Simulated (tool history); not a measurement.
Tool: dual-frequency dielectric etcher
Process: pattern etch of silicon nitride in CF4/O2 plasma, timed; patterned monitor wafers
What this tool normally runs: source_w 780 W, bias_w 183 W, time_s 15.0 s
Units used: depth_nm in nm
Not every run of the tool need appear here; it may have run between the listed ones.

run	hour	source_w	bias_w	time_s	read-back reference wafer on the same gauge, depth_nm	depth_nm
1	0.0	780	212	15.0	34.50	44.97
2	160.4	780	212	15.0	34.42	45.89
# hour 194.6: gauge calibrated
3	246.2	780	212	15.0	34.52	46.34
4	327.9	780	183	15.0	34.50	43.30
# hour 425.3: wet clean of the chamber
5	425.8	780	183	15.0	34.50	41.87
# hour 460.0: bias power generator calibrated
# hour 461.5: source power generator calibrated
6	472.3	780	183	15.0	34.45	41.79
7	559.7	780	183	15.0	34.45	42.37
8	641.7	780	183	15.0	34.56	42.50

Run 9 is up next; what results do you expect?
9	739.1	780	183	12.5	?	?

Run 9 gave read-back reference wafer on the same gauge, depth_nm 34.52, depth_nm 35.69 nm.
Without the tool's hidden state the same run would have given depth_nm 34.58 nm.
